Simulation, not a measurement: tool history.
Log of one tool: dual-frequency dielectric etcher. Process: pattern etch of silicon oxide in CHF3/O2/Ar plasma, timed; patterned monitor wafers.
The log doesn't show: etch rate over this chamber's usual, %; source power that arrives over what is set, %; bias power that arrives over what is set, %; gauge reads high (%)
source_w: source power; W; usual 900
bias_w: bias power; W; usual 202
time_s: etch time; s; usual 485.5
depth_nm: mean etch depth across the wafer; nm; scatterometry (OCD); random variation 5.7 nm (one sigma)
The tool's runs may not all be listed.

run,hour,source_w,bias_w,time_s,wafers since the last listed run,hours since the last wet clean,hours since the last source power generator calibration,hours since the last bias power generator calibration,hours since the last upper electrode change,hours since the gauge calibration,"read-back reference wafer on the same gauge, depth_nm",depth_nm
1,0.0,900,202,485.5,0,1.5,4182.0,3249.0,5797.2,2234.4,1368.4,1260.3
# hour 20.9: source power generator calibrated
# hour 53.3: gauge calibrated
2,61.0,900,202,485.5,212,62.5,40.1,3310.0,5858.2,7.7,1368.6,1265.3
3,130.9,900,202,485.5,260,132.4,110.0,3379.9,5928.1,77.6,1368.0,1246.6
4,169.4,900,202,485.5,143,170.9,148.5,3418.4,5966.6,116.1,1369.9,1235.9
# hour 177.0: bias power generator calibrated
5,331.2,900,202,485.5,587,332.7,310.3,154.2,6128.4,277.9,1368.2,1238.6
# hour 396.2: wet clean of the chamber, repeated, since the last time left the tool worse
6,396.7,900,202,485.5,154,0.5,375.8,219.7,6193.9,343.4,1368.5,1179.7
7,409.0,900,202,485.5,45,12.8,388.1,232.0,6206.2,355.7,1369.1,1180.4
8,480.4,900,202,485.5,266,84.2,459.5,303.4,6277.6,427.1,1370.3,1168.4
9,530.5,900,202,485.5,186,134.3,509.6,353.5,6327.7,477.2,1370.4,1159.3
10,571.3,720,223,485.5,152,175.1,550.4,394.3,6368.5,518.0,1368.9,1150.3
11,621.8,780,202,405.5,188,225.6,600.9,444.8,6419.0,568.5,1370.1,922.0
12,679.0,990,242,485.5,213,282.8,658.1,502.0,6476.2,625.7,1368.9,1303.2
# hour 718.3: upper electrode replaced
13,748.7,900,233,485.5,170,352.5,727.8,571.7,30.4,695.4,1367.8,1239.8
14,779.6,900,159,536.5,115,383.4,758.7,602.6,61.3,726.3,1370.4,1107.0
# hour 825.2: wet clean of the chamber
15,825.7,1000,180,583.5,82,0.5,804.8,648.7,107.4,772.4,1369.6,1390.2
16,876.3,1090,202,560.5,188,51.1,855.4,699.3,158.0,823.0,1372.0,1448.1
17,942.2,800,172,447.5,245,117.0,921.3,765.2,223.9,888.9,1370.3,947.4
18,978.6,1090,172,589.5,135,153.4,957.7,801.6,260.3,925.3,1370.2,1378.9
19,1010.5,1070,243,485.5,118,185.3,989.6,833.5,292.2,957.2,1369.1,1355.2
20,1041.6,1060,202,565.0,115,216.4,1020.7,864.6,323.3,988.3,1368.4,1421.1
21,1087.6,900,202,485.5,171,262.4,1066.7,910.6,369.3,1034.3,1367.9,1158.5
22,1116.6,1070,202,485.5,108,291.4,1095.7,939.6,398.3,1063.3,1369.1,1220.1
23,1144.8,1070,231,485.5,105,319.6,1123.9,967.8,426.5,1091.5,1369.1,1317.3

Forecast run 24:
24,1188.8,770,158,485.5,163,363.6,1167.9,1011.8,470.5,1135.5,?,?

Run 24 gave read-back reference wafer on the same gauge, depth_nm 1370.4, depth_nm 954.4 nm.
Without the tool's hidden state the same run would have given depth_nm 979.6 nm.

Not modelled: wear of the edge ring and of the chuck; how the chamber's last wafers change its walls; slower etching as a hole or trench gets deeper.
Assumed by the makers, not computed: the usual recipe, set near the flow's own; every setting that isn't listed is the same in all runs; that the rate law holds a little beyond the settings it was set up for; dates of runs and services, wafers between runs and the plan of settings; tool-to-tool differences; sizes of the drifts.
